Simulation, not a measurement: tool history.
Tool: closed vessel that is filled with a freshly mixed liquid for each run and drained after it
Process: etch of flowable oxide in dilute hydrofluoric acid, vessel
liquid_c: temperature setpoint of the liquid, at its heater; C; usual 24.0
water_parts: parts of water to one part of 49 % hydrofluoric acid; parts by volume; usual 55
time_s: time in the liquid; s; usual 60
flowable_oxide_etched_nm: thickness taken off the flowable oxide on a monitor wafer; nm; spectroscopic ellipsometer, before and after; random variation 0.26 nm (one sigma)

run,hour,liquid_c,water_parts,time_s,"read-back film thickness of the flowable oxide reference wafer, read on the same gauge (nm)",flowable_oxide_etched_nm
1,0.0,24.0,55,60,49.99,33.40
# hour 69.3: hydrofluoric acid flow meter replaced
2,107.6,24.0,55,60,50.00,36.11
3,154.0,24.0,55,50,49.98,30.26
4,197.0,24.0,55,50,50.00,30.02
5,354.7,24.0,80,85,49.99,33.67
6,442.8,24.0,55,80,49.99,47.05
7,494.3,24.0,55,80,50.01,47.47
8,562.9,24.0,55,80,50.03,47.00
9,622.4,24.0,55,60,50.01,35.08
10,691.9,24.0,55,60,50.00,34.86
11,733.1,24.0,55,60,49.99,35.19
# hour 812.5: thermometer replaced
12,822.1,24.0,55,60,50.00,34.63
13,909.4,24.0,55,60,50.00,34.80
14,1030.6,24.0,55,60,50.00,34.25
15,1075.9,24.0,55,60,50.01,34.35
16,1145.4,24.0,80,85,49.99,32.20
17,1265.7,24.0,80,45,49.99,16.93
# hour 1316.5: gauge calibrated
18,1317.8,22.5,55,50,50.00,26.40
# hour 1338.4: hydrofluoric acid flow meter replaced
19,1504.8,27.0,55,75,49.99,51.14
20,1601.0,27.5,70,60,49.99,31.15
21,1708.6,28.5,70,30,49.98,16.60
22,1802.0,20.5,55,35,50.01,17.69
23,1838.1,27.0,45,75,50.00,61.44
24,1889.1,22.0,55,40,50.00,21.74
25,1937.9,24.0,55,50,49.98,29.22
26,1977.5,21.5,55,60,50.00,31.88
27,2044.4,24.0,55,90,49.99,52.15
28,2133.7,24.0,55,60,50.02,34.50
29,2236.2,24.0,40,40,50.00,31.88
30,2337.0,29.0,40,85,49.99,83.02
31,2417.0,25.5,55,60,49.97,36.20
32,2488.8,24.0,55,60,50.00,33.90

Forecast each of these 5 alternatives for the next run:
A,2489.5,24.0,55,70,?,?
B,2489.5,24.0,80,50,?,?
C,2489.5,24.0,85,35,?,?
D,2489.5,27.5,30,50,?,?
E,2489.5,25.5,55,80,?,?

run,"read-back film thickness of the flowable oxide reference wafer, read on the same gauge (nm)",flowable_oxide_etched_nm
A,50.02,39.36
B,50.02,18.68
C,50.02,12.22
D,50.02,61.72
E,50.02,47.81
Without the tool's hidden state the same runs would have given:
run,flowable_oxide_etched_nm
A,42.41
B,20.16
C,13.20
D,66.35
E,51.52

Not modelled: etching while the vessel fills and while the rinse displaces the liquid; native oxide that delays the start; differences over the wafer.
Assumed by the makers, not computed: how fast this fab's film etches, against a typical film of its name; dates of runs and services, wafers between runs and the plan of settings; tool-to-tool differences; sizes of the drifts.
